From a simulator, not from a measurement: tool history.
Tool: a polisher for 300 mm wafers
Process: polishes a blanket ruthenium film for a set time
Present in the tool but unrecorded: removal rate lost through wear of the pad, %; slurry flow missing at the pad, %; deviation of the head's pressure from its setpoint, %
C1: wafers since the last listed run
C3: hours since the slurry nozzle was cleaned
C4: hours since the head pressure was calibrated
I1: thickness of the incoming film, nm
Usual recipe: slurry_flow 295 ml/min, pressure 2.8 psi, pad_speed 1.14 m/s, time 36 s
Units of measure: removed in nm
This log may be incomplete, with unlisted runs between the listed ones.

Run 1, day 0.000: usual settings but slurry_flow 340 ml/min; C1 0; wafers polished on this pad 338; C3 58.9; C4 939.0; I1 507.0. Result: removed 67.1 nm.
Run 2, day 0.279: usual settings but slurry_flow 340 ml/min; C1 82; wafers polished on this pad 420; C3 65.6; C4 945.7; I1 517.8. Result: removed 67.6 nm.
Run 3, day 0.533: usual settings but slurry_flow 340 ml/min; C1 74; wafers polished on this pad 494; C3 71.7; C4 951.8; I1 509.5. Result: removed 66.4 nm.
Run 4, day 0.921: usual settings but slurry_flow 220 ml/min; C1 113; wafers polished on this pad 608; C3 81.0; C4 961.1; I1 506.6. Result: removed 65.3 nm.
Run 5, day 1.217: usual settings but slurry_flow 220 ml/min; C1 86; wafers polished on this pad 695; C3 88.1; C4 968.2; I1 505.5. Result: removed 64.5 nm.
Run 6, day 1.488: usual settings but slurry_flow 220 ml/min; C1 79; wafers polished on this pad 775; C3 94.6; C4 974.7; I1 501.7. Result: removed 64.5 nm.
Run 7, day 2.004: usual settings; C1 151; wafers polished on this pad 927; C3 107.0; C4 987.1; I1 501.0. Result: removed 65.0 nm.
At day 2.788: worn pad replaced by a new one.
Run 8, day 2.808: usual settings; C1 187; wafers polished on this pad 5; C3 126.3; C4 1006.4; I1 505.3. Result: removed 66.4 nm.
Run 9, day 3.242: usual settings; C1 127; wafers polished on this pad 133; C3 136.7; C4 1016.8; I1 517.4. Result: removed 65.5 nm.
Run 10, day 3.917: usual settings; C1 198; wafers polished on this pad 331; C3 152.9; C4 1033.0; I1 514.9. Result: removed 65.8 nm.
Run 11, day 4.567: usual settings; C1 191; wafers polished on this pad 522; C3 168.5; C4 1048.6; I1 505.9. Result: removed 65.4 nm.
Run 12, day 5.279: usual settings but time 29 s; C1 209; wafers polished on this pad 732; C3 185.6; C4 1065.7; I1 516.6. Result: removed 52.0 nm.
At day 5.825: worn pad replaced by a new one.
Run 13, day 5.846: usual settings; C1 117; wafers polished on this pad 6; C3 199.2; C4 1079.3; I1 509.3. Result: removed 65.2 nm.
Run 14, day 6.142: usual settings; C1 86; wafers polished on this pad 93; C3 206.3; C4 1086.4; I1 516.2. Result: removed 65.0 nm.
Run 15, day 6.996: usual settings but slurry_flow 260 ml/min, pressure 3.3 psi; C1 251; wafers polished on this pad 344; C3 226.8; C4 1106.9; I1 511.8. Result: removed 76.0 nm.
Run 16, day 7.567: usual settings but slurry_flow 260 ml/min, pressure 3.3 psi; C1 167; wafers polished on this pad 512; C3 240.5; C4 1120.6; I1 520.1. Result: removed 75.1 nm.
Run 17, day 8.038: usual settings but pressure 2.2 psi, time 30 s; C1 138; wafers polished on this pad 650; C3 251.8; C4 1131.9; I1 505.8. Result: removed 42.9 nm.
Run 18, day 8.596: usual settings; C1 164; wafers polished on this pad 814; C3 265.2; C4 1145.3; I1 515.0. Result: removed 65.5 nm.
At day 9.012: worn pad replaced by a new one.
Run 19, day 9.033: usual settings; C1 79; wafers polished on this pad 5; C3 275.7; C4 1155.8; I1 512.2. Result: removed 64.8 nm.
Run 20, day 9.725: usual settings but slurry_flow 340 ml/min, pressure 2.4 psi, time 42 s; C1 203; wafers polished on this pad 208; C3 292.3; C4 1172.4; I1 509.9. Result: removed 65.5 nm.
At day 9.812: head pressure recalibrated.
Run 21, day 10.112: usual settings but slurry_flow 325 ml/min; C1 89; wafers polished on this pad 298; C3 301.6; C4 7.2; I1 503.4. Result: removed 74.2 nm.
Run 22, day 10.442: usual settings but slurry_flow 325 ml/min; C1 96; wafers polished on this pad 395; C3 309.5; C4 15.1; I1 512.5. Result: removed 74.5 nm.
Run 23, day 10.921: usual settings; C1 140; wafers polished on this pad 536; C3 321.0; C4 26.6; I1 513.5. Result: removed 74.7 nm.
At day 11.550: slurry nozzle cleaned.
Run 24, day 11.567: usual settings but slurry_flow 260 ml/min, pressure 3.1 psi, time 48 s; C1 177; wafers polished on this pad 713; C3 0.4; C4 42.1; I1 507.3. Result: removed 107.7 nm.
Run 25, day 12.162: usual settings but pressure 1.8 psi; C1 175; wafers polished on this pad 888; C3 14.7; C4 56.4; I1 509.7. Result: removed 47.1 nm.
At day 12.429: worn pad replaced by a new one.
Run 26, day 12.583: usual settings but slurry_flow 340 ml/min; C1 74; wafers polished on this pad 44; C3 24.8; C4 66.5; I1 510.1. Result: removed 74.6 nm.
Run 27, day 13.183: usual settings but time 46 s; C1 176; wafers polished on this pad 221; C3 39.2; C4 80.9; I1 506.2. Result: removed 95.0 nm.
Run 28, day 13.604: usual settings; C1 123; wafers polished on this pad 344; C3 49.3; C4 91.0; I1 517.4. Result: removed 73.2 nm.
Run 29, day 14.188: usual settings but slurry_flow 195 ml/min, pressure 2.3 psi, pad_speed 0.96 m/s, time 41 s; C1 171; wafers polished on this pad 516; C3 63.3; C4 105.0; I1 508.6. Result: removed 56.0 nm.
Run 30, day 14.567: usual settings but pressure 3.5 psi, pad_speed 0.80 m/s; C1 111; wafers polished on this pad 627; C3 72.4; C4 114.1; I1 506.0. Result: removed 63.9 nm.
Run 31, day 15.029: usual settings but slurry_flow 395 ml/min, pressure 2.1 psi, time 25 s; C1 136; wafers polished on this pad 763; C3 83.5; C4 125.2; I1 512.0. Result: removed 38.9 nm.
Run 32, day 15.729: usual settings but slurry_flow 385 ml/min, pressure 2.3 psi, pad_speed 1.28 m/s, time 42 s; C1 205; wafers polished on this pad 969; C3 100.3; C4 142.0; I1 507.3. Result: removed 78.7 nm.
At day 16.212: worn pad replaced by a new one.
Run 33, day 16.233: usual settings but slurry_flow 370 ml/min, pad_speed 0.86 m/s; C1 99; wafers polished on this pad 6; C3 112.4; C4 154.1; I1 510.4. Result: removed 55.7 nm.
Run 34, day 16.679: usual settings but pressure 3.3 psi; C1 131; wafers polished on this pad 137; C3 123.1; C4 164.8; I1 505.0. Result: removed 86.2 nm.
Run 35, day 17.008: usual settings but slurry_flow 225 ml/min, pad_speed 0.84 m/s; C1 96; wafers polished on this pad 234; C3 131.0; C4 172.7; I1 513.7. Result: removed 53.7 nm.
Run 36, day 17.288: usual settings but time 25 s; C1 82; wafers polished on this pad 316; C3 137.7; C4 179.4; I1 516.5. Result: removed 50.1 nm.

Predict each of these 3 candidate next runs independently; none follows another, all start after run 36:
Run A, day 17.304: usual settings but slurry_flow 345 ml/min; C1 4; wafers polished on this pad 321; C3 138.1; C4 179.8; I1 515.0. Result: removed ?.
Run B, day 17.304: usual settings but pressure 2.1 psi; C1 4; wafers polished on this pad 321; C3 138.1; C4 179.8; I1 515.0. Result: removed ?.
Run C, day 17.304: usual settings but slurry_flow 355 ml/min, pressure 1.9 psi, pad_speed 0.86 m/s, time 25 s; C1 4; wafers polished on this pad 321; C3 138.1; C4 179.8; I1 515.0. Result: removed ?.

run  removed
  A     74.8
  B     55.5
  C     26.6
Take away the tool's hidden state, keep each run's random variation, and the runs would have read:
run  removed
  A     74.5
  B     55.3
  C     26.5

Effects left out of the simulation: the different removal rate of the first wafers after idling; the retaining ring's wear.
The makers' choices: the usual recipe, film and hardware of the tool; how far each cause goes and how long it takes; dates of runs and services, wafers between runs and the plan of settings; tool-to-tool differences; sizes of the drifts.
